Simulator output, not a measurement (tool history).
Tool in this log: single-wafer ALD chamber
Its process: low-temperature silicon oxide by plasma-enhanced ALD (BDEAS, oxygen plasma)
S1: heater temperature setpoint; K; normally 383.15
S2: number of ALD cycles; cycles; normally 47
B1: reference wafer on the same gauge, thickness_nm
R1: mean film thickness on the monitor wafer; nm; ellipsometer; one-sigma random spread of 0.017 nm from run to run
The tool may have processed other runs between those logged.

run	hour	S1	S2	B1	R1
1	0.0	383.15	47	7.538	6.990
2	35.1	383.15	47	7.542	6.972
3	47.1	383.15	47	7.536	6.978
4	61.1	383.15	47	7.534	6.983
5	75.0	383.15	47	7.538	6.980
6	88.1	383.15	47	7.545	6.991
7	102.5	383.15	47	7.542	7.011
# hour 113.2: gauge calibrated
8	115.5	383.15	47	7.542	6.989
9	130.1	383.15	47	7.541	6.976
10	139.7	383.15	47	7.537	6.994
# hour 163.2: thermocouple changed; heater temperature recalibrated
11	163.7	383.15	47	7.541	6.980
12	169.8	383.15	47	7.540	7.007
13	183.6	376.15	44	7.539	6.610
14	192.0	371.15	42	7.537	6.396
15	201.9	394.15	51	7.540	7.424
16	215.6	389.15	52	7.537	7.628
17	226.0	373.15	45	7.537	6.818
18	235.1	373.15	50	7.539	7.567
19	252.7	383.15	47	7.544	6.960
20	264.5	375.15	52	7.547	7.851
21	271.2	383.15	50	7.544	7.432
22	287.6	383.15	47	7.543	6.948

What the log doesn't show, run by run:
wafer temperature above the value expected at the setpoint (K): 0 in every run
gauge reads high (%): 0 in every run
